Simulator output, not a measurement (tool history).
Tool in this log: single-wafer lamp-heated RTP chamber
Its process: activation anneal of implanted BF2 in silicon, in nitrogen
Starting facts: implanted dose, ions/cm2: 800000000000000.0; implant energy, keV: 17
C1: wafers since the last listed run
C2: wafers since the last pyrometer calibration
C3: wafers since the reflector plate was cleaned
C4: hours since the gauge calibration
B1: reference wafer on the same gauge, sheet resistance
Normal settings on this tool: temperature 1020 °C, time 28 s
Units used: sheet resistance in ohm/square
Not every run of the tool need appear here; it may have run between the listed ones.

{"run": 1, "hour": 0.0, "temperature": 1020, "time": 28, "C1": 0, "C2": 3760, "C3": 4952, "C4": 176.2, "B1": 205.34, "sheet resistance": 182.12}
{"run": 2, "hour": 45.1, "temperature": 1020, "time": 28, "C1": 839, "C2": 4599, "C3": 5792, "C4": 221.3, "B1": 204.91, "sheet resistance": 179.6}
{"run": 3, "hour": 101.7, "temperature": 1020, "time": 28, "C1": 1053, "C2": 5653, "C3": 6845, "C4": 277.9, "B1": 204.81, "sheet resistance": 180.55}
{"run": 4, "hour": 165.6, "temperature": 1033, "time": 28, "C1": 1189, "C2": 6842, "C3": 8034, "C4": 341.8, "B1": 204.35, "sheet resistance": 172.74}
{"hour": 221.1, "done": "reflector plate cleaned"}
{"run": 5, "hour": 234.8, "temperature": 1033, "time": 28, "C1": 1138, "C2": 7981, "C3": 254, "C4": 411.0, "B1": 204.98, "sheet resistance": 173.61}
{"hour": 265.3, "done": "pyrometer window cleaned and pyrometer calibrated"}
{"run": 6, "hour": 308.5, "temperature": 1033, "time": 28, "C1": 1222, "C2": 804, "C3": 1477, "C4": 484.7, "B1": 204.58, "sheet resistance": 175.54}
{"run": 7, "hour": 368.1, "temperature": 1020, "time": 28, "C1": 1109, "C2": 1913, "C3": 2586, "C4": 544.3, "B1": 204.42, "sheet resistance": 184.11}
{"run": 8, "hour": 430.9, "temperature": 1020, "time": 28, "C1": 1168, "C2": 3081, "C3": 3755, "C4": 607.1, "B1": 204.71, "sheet resistance": 185.03}
{"run": 9, "hour": 477.2, "temperature": 1020, "time": 28, "C1": 861, "C2": 3943, "C3": 4616, "C4": 653.4, "B1": 205.23, "sheet resistance": 181.96}
{"run": 10, "hour": 557.3, "temperature": 1012, "time": 28, "C1": 1490, "C2": 5434, "C3": 6107, "C4": 733.5, "B1": 205.16, "sheet resistance": 187.24}
{"hour": 589.5, "done": "reflector plate cleaned"}
{"run": 11, "hour": 629.5, "temperature": 1003, "time": 28, "C1": 1194, "C2": 6628, "C3": 745, "C4": 805.7, "B1": 205.41, "sheet resistance": 197.14}
{"run": 12, "hour": 713.2, "temperature": 1004, "time": 20, "C1": 1557, "C2": 8186, "C3": 2302, "C4": 889.4, "B1": 204.5, "sheet resistance": 204.87}
{"run": 13, "hour": 762.4, "temperature": 1049, "time": 33, "C1": 915, "C2": 9101, "C3": 3218, "C4": 938.6, "B1": 204.91, "sheet resistance": 161.55}
{"hour": 810.0, "done": "pyrometer window cleaned and pyrometer calibrated"}
{"run": 14, "hour": 835.9, "temperature": 1037, "time": 39, "C1": 1218, "C2": 482, "C3": 4437, "C4": 1012.1, "B1": 205.25, "sheet resistance": 168.3}
{"run": 15, "hour": 924.7, "temperature": 1029, "time": 15, "C1": 1652, "C2": 2134, "C3": 6089, "C4": 1100.9, "B1": 204.9, "sheet resistance": 189.94}
{"hour": 959.1, "done": "gauge calibrated"}
{"hour": 987.9, "done": "reflector plate cleaned"}
{"run": 16, "hour": 1015.5, "temperature": 1020, "time": 28, "C1": 1540, "C2": 3675, "C3": 513, "C4": 56.4, "B1": 204.7, "sheet resistance": 182.55}
{"run": 17, "hour": 1104.2, "temperature": 997, "time": 13, "C1": 1650, "C2": 5326, "C3": 2164, "C4": 145.1, "B1": 205.4, "sheet resistance": 223.18}
{"run": 18, "hour": 1174.2, "temperature": 1004, "time": 36, "C1": 1302, "C2": 6628, "C3": 3466, "C4": 215.1, "B1": 204.76, "sheet resistance": 188.21}
{"run": 19, "hour": 1256.8, "temperature": 1020, "time": 28, "C1": 1537, "C2": 8165, "C3": 5003, "C4": 297.7, "B1": 204.58, "sheet resistance": 181.19}
{"run": 20, "hour": 1318.2, "temperature": 1020, "time": 24, "C1": 1142, "C2": 9308, "C3": 6146, "C4": 359.1, "B1": 204.82, "sheet resistance": 183.69}

Each row is a separate what-if for the run after 20, all from the same tool condition, not one after another. Results?
{"run": "A", "hour": 1318.6, "temperature": 1020, "time": 28, "C1": 7, "C2": 9315, "C3": 6153, "C4": 359.5, "B1": "?", "sheet resistance": "?"}
{"run": "B", "hour": 1318.6, "temperature": 1004, "time": 13, "C1": 7, "C2": 9315, "C3": 6153, "C4": 359.5, "B1": "?", "sheet resistance": "?"}
{"run": "C", "hour": 1318.6, "temperature": 1020, "time": 16, "C1": 7, "C2": 9315, "C3": 6153, "C4": 359.5, "B1": "?", "sheet resistance": "?"}

run=A B1=204.92 sheet_resistance=181.50
run=B B1=204.92 sheet_resistance=215.24
run=C B1=204.92 sheet_resistance=194.07
With the hidden condition removed and each run's random variation left untouched, the same runs would have given:
run=A sheet_resistance=187.42
run=B sheet_resistance=224.27
run=C sheet_resistance=201.51

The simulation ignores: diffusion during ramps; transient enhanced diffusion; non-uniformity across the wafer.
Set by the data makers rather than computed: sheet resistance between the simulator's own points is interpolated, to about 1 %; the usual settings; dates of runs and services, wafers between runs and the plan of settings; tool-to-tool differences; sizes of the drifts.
